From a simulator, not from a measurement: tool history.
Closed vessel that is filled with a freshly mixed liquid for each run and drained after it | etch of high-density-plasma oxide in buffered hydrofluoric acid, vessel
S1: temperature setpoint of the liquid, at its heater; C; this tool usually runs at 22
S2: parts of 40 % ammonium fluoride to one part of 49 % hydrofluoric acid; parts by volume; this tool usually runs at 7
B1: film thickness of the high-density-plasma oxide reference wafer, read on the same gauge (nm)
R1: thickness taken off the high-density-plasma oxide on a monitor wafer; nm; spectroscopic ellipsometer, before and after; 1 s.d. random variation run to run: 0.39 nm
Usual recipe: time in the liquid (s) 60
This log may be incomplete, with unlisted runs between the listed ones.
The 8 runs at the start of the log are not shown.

{"run": 9, "hour": 587.6, "S1": 22, "S2": 7, "time in the liquid (s)": 60, "B1": 30.02, "R1": 111.91}
{"run": 10, "hour": 617.2, "S1": 22, "S2": 7, "time in the liquid (s)": 60, "B1": 30.02, "R1": 111.4}
{"hour": 618.3, "done": "gauge calibrated"}
{"run": 11, "hour": 664.6, "S1": 22, "S2": 7, "time in the liquid (s)": 60, "B1": 30.03, "R1": 111.84}
{"run": 12, "hour": 706.7, "S1": 22, "S2": 7, "time in the liquid (s)": 60, "B1": 30.03, "R1": 111.87}
{"hour": 744.4, "done": "hydrofluoric acid flow meter replaced"}
{"run": 13, "hour": 753.0, "S1": 22, "S2": 7, "time in the liquid (s)": 60, "B1": 29.99, "R1": 111.67}
{"hour": 809.4, "done": "thermometer replaced"}
{"run": 14, "hour": 965.8, "S1": 22, "S2": 7, "time in the liquid (s)": 60, "B1": 29.98, "R1": 106.29}
{"run": 15, "hour": 1005.4, "S1": 22, "S2": 7, "time in the liquid (s)": 60, "B1": 30.02, "R1": 106.28}
{"run": 16, "hour": 1042.2, "S1": 22, "S2": 7, "time in the liquid (s)": 40, "B1": 30, "R1": 70.96}
{"hour": 1052.1, "done": "thermometer replaced, repeated, since the last time left the tool worse"}
{"run": 17, "hour": 1070.9, "S1": 22, "S2": 8, "time in the liquid (s)": 30, "B1": 30, "R1": 50.89}
{"run": 18, "hour": 1097.7, "S1": 19.5, "S2": 5, "time in the liquid (s)": 60, "B1": 29.97, "R1": 135.71}
{"run": 19, "hour": 1152.1, "S1": 22, "S2": 5, "time in the liquid (s)": 60, "B1": 30.01, "R1": 155.19}
{"run": 20, "hour": 1276.8, "S1": 22, "S2": 9, "time in the liquid (s)": 60, "B1": 29.98, "R1": 88.89}
{"run": 21, "hour": 1302.9, "S1": 22, "S2": 5.5, "time in the liquid (s)": 60, "B1": 29.99, "R1": 142.99}
{"run": 22, "hour": 1372.9, "S1": 17, "S2": 5, "time in the liquid (s)": 50, "B1": 30, "R1": 96.99}
{"run": 23, "hour": 1405.1, "S1": 22, "S2": 7, "time in the liquid (s)": 60, "B1": 30.02, "R1": 115.5}
{"run": 24, "hour": 1445.1, "S1": 22, "S2": 7, "time in the liquid (s)": 60, "B1": 30.03, "R1": 115.17}
{"run": 25, "hour": 1501.5, "S1": 22, "S2": 7, "time in the liquid (s)": 45, "B1": 30, "R1": 86.39}
{"run": 26, "hour": 1534.3, "S1": 22, "S2": 7, "time in the liquid (s)": 60, "B1": 29.99, "R1": 116}
{"run": 27, "hour": 1600.6, "S1": 22, "S2": 5, "time in the liquid (s)": 70, "B1": 30.01, "R1": 179.04}
{"run": 28, "hour": 1670.0, "S1": 24, "S2": 5, "time in the liquid (s)": 60, "B1": 30.02, "R1": 171.57}
{"run": 29, "hour": 1735.3, "S1": 19, "S2": 10, "time in the liquid (s)": 90, "B1": 29.99, "R1": 103.86}
{"run": 30, "hour": 1797.3, "S1": 20.5, "S2": 7, "time in the liquid (s)": 60, "B1": 30.01, "R1": 105.87}

Forecast each of these 4 alternatives for the next run:
{"run": "A", "hour": 1798.0, "S1": 22, "S2": 7, "time in the liquid (s)": 60, "B1": "?", "R1": "?"}
{"run": "B", "hour": 1798.0, "S1": 24.5, "S2": 9, "time in the liquid (s)": 95, "B1": "?", "R1": "?"}
{"run": "C", "hour": 1798.0, "S1": 26, "S2": 5, "time in the liquid (s)": 90, "B1": "?", "R1": "?"}
{"run": "D", "hour": 1798.0, "S1": 18, "S2": 7, "time in the liquid (s)": 60, "B1": "?", "R1": "?"}

run=A B1=30.02 R1=115.32
run=B B1=30.02 R1=159.56
run=C B1=30.02 R1=286.91
run=D B1=30.02 R1=92.14
Without the tool's hidden state the same runs would have given:
run=A R1=118.09
run=B R1=163.33
run=C R1=293.62
run=D R1=94.42
